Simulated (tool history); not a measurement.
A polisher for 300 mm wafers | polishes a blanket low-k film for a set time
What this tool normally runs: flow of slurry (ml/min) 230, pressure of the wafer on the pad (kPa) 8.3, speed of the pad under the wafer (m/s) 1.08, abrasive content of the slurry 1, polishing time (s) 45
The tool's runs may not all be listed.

run   hour  flow of slurry (ml/min)  pressure of the wafer on the pad (kPa)  speed of the pad under the wafer (m/s)  abrasive content of the slurry  polishing time (s)  wafers since the last listed run  wafers polished on this pad  hours since the slurry nozzle was cleaned  hours since the head pressure was calibrated  hours since the slurry blender was calibrated  hours since the conditioning disc was replaced  incoming thickness of the incoming film, nm  film removed (nm)
  1      0                      230                                     8.3                                    1.08                               1                  45                                 0                          502                                      454.2                                          79.6                                           11.2                                            88.8                                        648.3               13.1
  2   22.4                      230                                     8.3                                    1.08                               1                  45                               209                          711                                      476.6                                           102                                           33.6                                           111.2                                          651                 13
      77.1  -- worn pad replaced by a new one
      98.5  -- slurry blender recalibrated
  3  111.1                      230                                     8.3                                    1.08                               1                  45                               771                          298                                      565.3                                         190.7                                           12.6                                           199.9                                        646.2                 13
  4  135.9                      230                                     8.3                                    1.08                               1                  45                               231                          529                                      590.1                                         215.5                                           37.4                                           224.7                                        647.6               12.9
  5  168.5                      230                                     8.3                                    1.08                               1                  45                               304                          834                                      622.7                                         248.1                                             70                                           257.3                                        658.8               12.6
  6  183.4                      230                                     8.3                                    1.08                               1                  45                               139                          973                                      637.6                                           263                                           84.9                                           272.2                                        635.3               12.8
     187.4  -- head pressure recalibrated
     210.2  -- worn pad replaced by a new one
     210.4  -- slurry nozzle cleaned
     229.9  -- slurry blender recalibrated
     249.3  -- conditioning disc replaced and pad reconditioned
  7  277.9                      230                                     8.3                                    1.08                               1                  45                               786                          592                                       67.5                                          90.5                                             48                                            28.6                                          649               13.1
  8  293.2                      230                                     8.3                                    1.08                               1                  45                               142                          735                                       82.8                                         105.8                                           63.3                                            43.9                                        642.5               12.9
  9  326.3                      230                                     7.6                                    1.08                               1                  45                               308                         1044                                      115.9                                         138.9                                           96.4                                              77                                        649.3               11.7
     336.5  -- worn pad replaced by a new one
 10  346.4                      230                                     8.3                                    1.08                               1                  45                               150                           92                                        136                                           159                                          116.5                                            97.1                                        644.8               12.6
     349.5  -- slurry blender recalibrated
 11  364.6                      230                                     8.3                                     0.8                             1.2                  33                               151                          243                                      154.2                                         177.2                                           15.1                                           115.3                                        656.8                8.8
 12  389.8                      230                                     8.3                                    1.08                               1                  45                               235                          478                                      179.4                                         202.4                                           40.3                                           140.5                                          644               12.8
 13  447.3                      230                                     8.3                                    1.44                               1                  45                               536                         1015                                      236.9                                         259.9                                           97.8                                             198                                        655.7               15.1

Run 14 comes next. What will it give?
       458  -- slurry blender recalibrated
     465.8  -- head pressure recalibrated
     467.9  -- worn pad replaced by a new one
 14  476.8                      260                                     8.3                                    0.86                               1                  34                               217                           82                                      266.4                                            11                                           18.8                                           227.5                                        660.6                  ?

film removed (nm): 8.4
On a tool with no hidden condition, and with the same random variation, this run would have come out at film removed (nm) 8.9.
